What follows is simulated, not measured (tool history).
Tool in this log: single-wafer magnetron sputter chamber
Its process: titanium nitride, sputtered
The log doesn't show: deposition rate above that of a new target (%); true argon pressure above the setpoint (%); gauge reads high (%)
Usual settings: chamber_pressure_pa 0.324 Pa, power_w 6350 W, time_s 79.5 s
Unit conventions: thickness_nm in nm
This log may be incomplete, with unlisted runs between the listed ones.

run    hour  chamber_pressure_pa  power_w  time_s  wafers since the last listed run  wafers on the sputter target  hours since the last manometer calibration  hours since the magnet pack was replaced  hours since the gauge calibration  read-back reference wafer on the same gauge, thickness_nm  thickness_nm
  1     0.0                0.367     6350    79.5                                 0                          1994                                      1132.9                                    5503.1                              703.4                                                    107.873        88.983
  2    49.4                0.367     6350    79.5                               618                          2612                                      1182.3                                    5552.5                              752.8                                                    107.903        88.905
  3   144.4                0.367     6350    79.5                              1188                          3800                                      1277.3                                    5647.5                              847.8                                                    108.056        89.174
  4   192.5                0.324     6350    79.5                               601                          4402                                      1325.4                                    5695.6                              895.9                                                    107.951        91.456
  5   258.2                0.324     6350    79.5                               821                          5224                                      1391.1                                    5761.3                              961.6                                                    108.035        91.958
  6   327.6                0.324     6350    79.5                               868                          6092                                      1460.5                                    5830.7                             1031.0                                                    107.825        91.401
  7   381.9                0.324     6350    79.5                               679                          6772                                      1514.8                                    5885.0                             1085.3                                                    108.005        91.596
      406.4  -- sputter target and shields replaced
  8   484.9                0.223     6350    79.5                              1188                           981                                      1617.8                                    5988.0                             1188.3                                                    107.950        95.142
  9   534.2                0.223     6350    79.5                               616                          1598                                      1667.1                                    6037.3                             1237.6                                                    108.017        95.697
 10   610.0                0.223     6350    79.5                               948                          2546                                      1742.9                                    6113.1                             1313.4                                                    107.671        96.926
 11   849.3                0.324     6350    79.5                              2993                          5540                                      1982.2                                    6352.4                             1552.7                                                    108.027        91.882
      935.7  -- sputter target and shields replaced
 12   937.5                0.324     6350    79.5                              1003                            21                                      2070.4                                    6440.6                             1640.9                                                    108.161        91.776
 13  1026.3                0.324     6350    79.5                              1110                          1132                                      2159.2                                    6529.4                             1729.7                                                    108.222        91.392
 14  1123.2                0.324     6350    82.9                              1212                          2345                                      2256.1                                    6626.3                             1826.6                                                    107.943        96.133
 15  1183.9                0.324     6350    82.9                               759                          3104                                      2316.8                                    6687.0                             1887.3                                                    107.977        96.106
 16  1282.1                0.324     6350    82.9                              1228                          4333                                      2415.0                                    6785.2                             1985.5                                                    108.080        95.827
     1300.7  -- magnet pack replaced
 17  1330.9                0.324     6350    79.5                               510                          4843                                      2463.8                                      30.2                             2034.3                                                    108.180        92.492
 18  1370.0                0.324     6350    87.5                               489                          5332                                      2502.9                                      69.3                             2073.4                                                    108.099       101.245
     1432.7  -- sputter target and shields replaced
 19  1433.0                0.240     7700    72.8                               688                             4                                      2565.9                                     132.3                             2136.4                                                    108.076       106.109
 20  1523.3                0.196     5750    93.4                              1129                          1134                                      2656.2                                     222.6                             2226.7                                                    107.869       103.782
 21  1625.7                0.287     7300    70.0                              1281                          2415                                      2758.6                                     325.0                             2329.1                                                    107.884        95.370
 22  1704.1                0.324     6350    79.5                               980                          3396                                      2837.0                                     403.4                             2407.5                                                    107.967        93.350
     1742.4  -- gauge calibrated
     1744.5  -- capacitance manometer re-zeroed and calibrated
 23  1771.0                0.324     6350    79.5                               736                          4132                                        26.5                                     470.3                               28.6                                                    107.908        90.605
 24  1811.6                0.401     5200    66.9                               507                          4640                                        67.1                                     510.9                               69.2                                                    108.195        60.226
 25  1901.2                0.324     6350    79.5                              1120                          5761                                       156.7                                     600.5                              158.8                                                    108.099        91.625
 26  1997.2                0.324     6350    79.5                              1201                          6962                                       252.7                                     696.5                              254.8                                                    108.184        90.146
     2022.7  -- sputter target and shields replaced
 27  2080.0                0.324     7850    79.5                               935                           717                                       335.5                                     779.3                              337.6                                                    107.973       112.778
 28  2157.9                0.324     5950    79.5                               974                          1691                                       413.4                                     857.2                              415.5                                                    107.918        85.406
 29  2209.8                0.271     7500    93.3                               649                          2341                                       465.3                                     909.1                              467.4                                                    108.106       129.588
 30  2299.2                0.324     6350    79.5                              1118                          3459                                       554.7                                     998.5                              556.8                                                    108.100        90.277
 31  2346.1                0.367     6350    79.5                               586                          4046                                       601.6                                    1045.4                              603.7                                                    108.154        88.900
 32  2430.7                0.324     5050    72.1                              1058                          5104                                       686.2                                    1130.0                              688.3                                                    108.126        65.316
 33  2468.7                0.288     6350    92.5                               475                          5580                                       724.2                                    1168.0                              726.3                                                    108.101       107.939
     2502.4  -- sputter target and shields replaced
 34  2530.7                0.324     6350    79.5                               675                           353                                       786.2                                    1230.0                              788.3                                                    107.893        90.803

Forecast each of these 5 alternatives for the next run:
  A  2531.1                0.324     6350    95.2                                 5                           358                                       786.6                                    1230.4                              788.7                                                          ?             ?
  B  2531.1                0.324     4900    79.5                                 5                           358                                       786.6                                    1230.4                              788.7                                                          ?             ?
  C  2531.1                0.448     7450    95.2                                 5                           358                                       786.6                                    1230.4                              788.7                                                          ?             ?
  D  2531.1                0.209     6350    79.5                                 5                           358                                       786.6                                    1230.4                              788.7                                                          ?             ?
  E  2531.1                0.431     5550    84.6                                 5                           358                                       786.6                                    1230.4                              788.7                                                          ?             ?

run  read-back reference wafer on the same gauge, thickness_nm  thickness_nm
  A                                                    108.075       108.449
  B                                                    108.075        69.884
  C                                                    108.075       119.846
  D                                                    108.075        95.845
  E                                                    108.075        79.987
Had the tool no hidden state, the same runs would have come out as:
run  thickness_nm
  A       107.862
  B        69.506
  C       118.881
  D        95.572
  E        79.372
